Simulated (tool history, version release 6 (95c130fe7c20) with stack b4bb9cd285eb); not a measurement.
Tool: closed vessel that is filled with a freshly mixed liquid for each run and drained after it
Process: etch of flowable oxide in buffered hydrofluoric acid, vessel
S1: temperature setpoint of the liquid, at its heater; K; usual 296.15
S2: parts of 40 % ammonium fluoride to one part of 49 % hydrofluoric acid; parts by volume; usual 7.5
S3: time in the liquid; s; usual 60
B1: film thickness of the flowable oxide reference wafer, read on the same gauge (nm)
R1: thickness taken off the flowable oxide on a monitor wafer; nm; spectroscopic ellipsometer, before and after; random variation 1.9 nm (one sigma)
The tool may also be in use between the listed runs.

| run | hour | S1 | S2 | S3 | B1 | R1 |
|---|---|---|---|---|---|---|
| 1 | 0 | 296.15 | 7.5 | 60 | 123.03 | 313.37 |
| 2 | 63.8 | 296.15 | 7.5 | 60 | 123.14 | 313.61 |
| 3 | 129.1 | 296.15 | 6.5 | 60 | 123.2 | 356.27 |
| 4 | 194.3 | 293.15 | 7.5 | 85 | 123.24 | 378.14 |
| 5 | 299.2 | 296.15 | 7.5 | 60 | 123.38 | 313.84 |
| 6 | 399.4 | 296.15 | 7.5 | 60 | 123.43 | 314.11 |
| 7 | 436.8 | 296.15 | 7.5 | 60 | 123.45 | 310.33 |
| 8 | 514.1 | 296.15 | 7.5 | 60 | 123.49 | 314.38 |
| 9 | 550.1 | 296.15 | 7.5 | 35 | 123.5 | 183.92 |
| 10 | 639.7 | 296.15 | 7.5 | 60 | 123.55 | 313.24 |
| 11 | 718.1 | 296.15 | 7.5 | 60 | 123.61 | 316.8 |
| 12 | 776.6 | 292.65 | 7.5 | 60 | 123.6 | 258.51 |
| 13 | 878.3 | 296.15 | 7.5 | 45 | 120.58 | 230.66 |
| 14 | 944.4 | 297.65 | 8.5 | 60 | 120.98 | 290.34 |
| 15 | 1000.8 | 293.15 | 7.5 | 45 | 121.28 | 196.26 |
| 16 | 1068.6 | 296.15 | 7.5 | 80 | 121.62 | 417.1 |
| 17 | 1164.4 | 296.15 | 7.5 | 60 | 121.99 | 309.45 |
| 18 | 1234.9 | 297.65 | 5.5 | 30 | 122.24 | 223.6 |
| 19 | 1339 | 298.65 | 5.5 | 85 | 122.53 | 667.12 |
| 20 | 1386.2 | 296.15 | 7.5 | 60 | 122.67 | 308.35 |
| 21 | 1438.5 | 293.15 | 7.5 | 85 | 122.8 | 369.83 |
| 22 | 1515.3 | 296.15 | 7.5 | 60 | 122.92 | 311.89 |
| 23 | 1561.4 | 296.15 | 5 | 60 | 123 | 450.09 |
| 24 | 1665.8 | 299.15 | 6 | 95 | 123.17 | 713 |
| 25 | 1734.5 | 297.65 | 7.5 | 35 | 123.23 | 200.3 |
| 26 | 1810.3 | 299.15 | 6.5 | 60 | 123.32 | 420.54 |
| 27 | 1879.5 | 299.65 | 5 | 75 | 123.38 | 679.39 |

Not shown: 5 entries that the log had between the listed runs. Between which runs, and how does the tool's hidden state differ before and after?
Between runs 2 and 3: hydrofluoric acid flow meter replaced (hour 68.6)
  gauge reads high (%): 2.61 -> 2.67
  measured less the result without the state, R1: +7.96 -> +9.27 nm
Between runs 11 and 12: hydrofluoric acid flow meter replaced (hour 731.8); thermometer replaced (hour 765.1)
  gauge reads high (%): 2.98 -> 3
  measured less the result without the state, R1: +9.18 -> +7.53 nm
Between runs 12 and 13: gauge calibrated (hour 812.1)
  gauge reads high (%): 3 -> 0.474
  measured less the result without the state, R1: +7.53 -> +1.09 nm
Between runs 21 and 22: hydrofluoric acid flow meter replaced (hour 1486.4)
  gauge reads high (%): 2.32 -> 2.44
  measured less the result without the state, R1: +8.38 -> +7.44 nm
